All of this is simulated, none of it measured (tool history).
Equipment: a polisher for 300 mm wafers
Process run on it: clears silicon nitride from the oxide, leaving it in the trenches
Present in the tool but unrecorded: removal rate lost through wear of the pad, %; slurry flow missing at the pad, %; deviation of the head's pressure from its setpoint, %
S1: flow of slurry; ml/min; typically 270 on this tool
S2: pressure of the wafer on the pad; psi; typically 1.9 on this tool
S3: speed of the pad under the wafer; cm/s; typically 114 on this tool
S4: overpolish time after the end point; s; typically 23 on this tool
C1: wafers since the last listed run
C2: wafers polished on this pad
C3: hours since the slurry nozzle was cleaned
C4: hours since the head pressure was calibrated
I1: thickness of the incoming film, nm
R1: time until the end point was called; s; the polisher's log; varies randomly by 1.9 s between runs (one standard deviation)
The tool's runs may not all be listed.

{"run": 1, "hour": 0.0, "S1": 270, "S2": 2.4, "S3": 114, "S4": 23, "C1": 0, "C2": 425, "C3": 191.6, "C4": 357.9, "I1": 108.9, "R1": 133.1}
{"run": 2, "hour": 81.3, "S1": 270, "S2": 2.4, "S3": 114, "S4": 23, "C1": 352, "C2": 777, "C3": 272.9, "C4": 439.2, "I1": 111.5, "R1": 137.4}
{"hour": 122.6, "done": "slurry nozzle cleaned"}
{"run": 3, "hour": 153.9, "S1": 270, "S2": 1.9, "S3": 114, "S4": 30, "C1": 310, "C2": 1088, "C3": 31.3, "C4": 511.8, "I1": 110.1, "R1": 167.9}
{"hour": 190.1, "done": "worn pad replaced by a new one"}
{"run": 4, "hour": 193.0, "S1": 270, "S2": 1.9, "S3": 114, "S4": 23, "C1": 152, "C2": 12, "C3": 70.4, "C4": 550.9, "I1": 109.5, "R1": 142.2}
{"run": 5, "hour": 290.0, "S1": 335, "S2": 1.9, "S3": 114, "S4": 23, "C1": 420, "C2": 433, "C3": 167.4, "C4": 647.9, "I1": 110.8, "R1": 156.2}
{"run": 6, "hour": 368.9, "S1": 270, "S2": 1.9, "S3": 114, "S4": 15, "C1": 341, "C2": 775, "C3": 246.3, "C4": 726.8, "I1": 108.8, "R1": 160.2}
{"hour": 403.8, "done": "slurry nozzle cleaned"}
{"run": 7, "hour": 442.1, "S1": 270, "S2": 1.9, "S3": 114, "S4": 15, "C1": 312, "C2": 1087, "C3": 38.3, "C4": 800.0, "I1": 111.2, "R1": 164.4}
{"hour": 472.5, "done": "worn pad replaced by a new one"}
{"run": 8, "hour": 518.5, "S1": 270, "S2": 1.9, "S3": 114, "S4": 23, "C1": 313, "C2": 199, "C3": 114.7, "C4": 876.4, "I1": 110.5, "R1": 154.0}
{"run": 9, "hour": 572.4, "S1": 270, "S2": 1.9, "S3": 92, "S4": 23, "C1": 233, "C2": 432, "C3": 168.6, "C4": 930.3, "I1": 109.6, "R1": 193.3}
{"run": 10, "hour": 631.5, "S1": 270, "S2": 1.9, "S3": 92, "S4": 23, "C1": 256, "C2": 689, "C3": 227.7, "C4": 989.4, "I1": 110.2, "R1": 203.6}
{"hour": 681.9, "done": "slurry nozzle cleaned"}
{"hour": 689.4, "done": "head pressure recalibrated"}
{"run": 11, "hour": 708.8, "S1": 270, "S2": 1.9, "S3": 114, "S4": 19, "C1": 322, "C2": 1011, "C3": 26.9, "C4": 19.4, "I1": 108.3, "R1": 168.1}
{"hour": 770.6, "done": "worn pad replaced by a new one"}
{"run": 12, "hour": 794.5, "S1": 330, "S2": 1.9, "S3": 150, "S4": 34, "C1": 354, "C2": 103, "C3": 112.6, "C4": 105.1, "I1": 108.9, "R1": 112.2}
{"run": 13, "hour": 850.2, "S1": 270, "S2": 1.9, "S3": 114, "S4": 23, "C1": 241, "C2": 345, "C3": 168.3, "C4": 160.8, "I1": 111.2, "R1": 162.5}
{"run": 14, "hour": 939.1, "S1": 270, "S2": 1.6, "S3": 114, "S4": 23, "C1": 385, "C2": 730, "C3": 257.2, "C4": 249.7, "I1": 111.0, "R1": 188.6}
{"hour": 996.4, "done": "slurry nozzle cleaned"}
{"run": 15, "hour": 1041.0, "S1": 340, "S2": 2.2, "S3": 148, "S4": 23, "C1": 437, "C2": 1167, "C3": 44.6, "C4": 351.6, "I1": 110.3, "R1": 107.4}
{"hour": 1047.8, "done": "worn pad replaced by a new one"}
{"run": 16, "hour": 1078.1, "S1": 185, "S2": 1.6, "S3": 82, "S4": 11, "C1": 143, "C2": 131, "C3": 81.7, "C4": 388.7, "I1": 110.4, "R1": 248.3}
{"run": 17, "hour": 1138.7, "S1": 305, "S2": 1.7, "S3": 114, "S4": 23, "C1": 262, "C2": 393, "C3": 142.3, "C4": 449.3, "I1": 109.3, "R1": 166.7}
{"run": 18, "hour": 1199.7, "S1": 270, "S2": 1.9, "S3": 114, "S4": 23, "C1": 264, "C2": 658, "C3": 203.3, "C4": 510.3, "I1": 110.7, "R1": 159.5}
{"hour": 1269.3, "done": "slurry nozzle cleaned"}
{"run": 19, "hour": 1283.8, "S1": 230, "S2": 1.5, "S3": 142, "S4": 36, "C1": 360, "C2": 1018, "C3": 14.5, "C4": 594.4, "I1": 108.1, "R1": 157.6}
{"hour": 1334.8, "done": "worn pad replaced by a new one"}
{"run": 20, "hour": 1340.6, "S1": 270, "S2": 1.9, "S3": 84, "S4": 32, "C1": 228, "C2": 25, "C3": 71.3, "C4": 651.2, "I1": 110.7, "R1": 195.8}

5 ways to go on from here, each from the tool as it stands after run 20. What would each give?
{"run": "A", "hour": 1341.1, "S1": 270, "S2": 1.9, "S3": 114, "S4": 23, "C1": 2, "C2": 27, "C3": 71.8, "C4": 651.7, "I1": 111.2, "R1": "?"}
{"run": "B", "hour": 1341.1, "S1": 210, "S2": 2.4, "S3": 114, "S4": 23, "C1": 2, "C2": 27, "C3": 71.8, "C4": 651.7, "I1": 111.2, "R1": "?"}
{"run": "C", "hour": 1341.1, "S1": 355, "S2": 1.3, "S3": 86, "S4": 23, "C1": 2, "C2": 27, "C3": 71.8, "C4": 651.7, "I1": 111.2, "R1": "?"}
{"run": "D", "hour": 1341.1, "S1": 270, "S2": 1.9, "S3": 114, "S4": 16, "C1": 2, "C2": 27, "C3": 71.8, "C4": 651.7, "I1": 111.2, "R1": "?"}
{"run": "E", "hour": 1341.1, "S1": 270, "S2": 1.9, "S3": 114, "S4": 18, "C1": 2, "C2": 27, "C3": 71.8, "C4": 651.7, "I1": 111.2, "R1": "?"}

run=A R1=142.6
run=B R1=120.6
run=C R1=250.8
run=D R1=142.6
run=E R1=142.6
Without the tool's hidden state the same runs would have given:
run=A R1=151.8
run=B R1=128.3
run=C R1=266.9
run=D R1=151.8
run=E R1=151.8
